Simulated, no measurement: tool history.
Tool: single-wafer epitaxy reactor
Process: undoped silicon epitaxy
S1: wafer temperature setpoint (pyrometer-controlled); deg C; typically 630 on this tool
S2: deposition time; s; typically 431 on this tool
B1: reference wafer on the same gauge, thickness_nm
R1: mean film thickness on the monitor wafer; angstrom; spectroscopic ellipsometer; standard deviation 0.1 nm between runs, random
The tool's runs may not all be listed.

run,hour,S1,S2,B1,R1
1,0.0,630,431,48.694,469.14
2,91.4,637,431,48.660,557.75
3,151.9,637,431,48.665,559.14
4,189.9,630,431,48.698,467.12
5,290.6,630,431,48.697,468.48
6,374.8,630,431,48.683,466.35
7,435.0,630,431,48.728,467.20
8,536.0,630,431,48.725,466.30
# hour 693.9: pyrometer calibrated
9,754.6,644,515,48.674,799.10
# hour 792.3: gauge calibrated
10,880.5,643,388,48.711,585.05
11,978.6,630,431,48.717,467.83
12,1076.3,621,497,48.685,425.28
13,1198.9,630,485,48.722,525.46
14,1245.2,630,514,48.651,558.78
15,1300.7,630,431,48.651,466.71
16,1618.4,637,460,48.707,598.26
17,1695.3,630,480,48.733,519.88

List, for all runs, the conditions of the tool that the log does not record:
wafer temperature above the value expected at the setpoint (K): 0, the same for each run
gauge reads high (%): 0, the same for each run
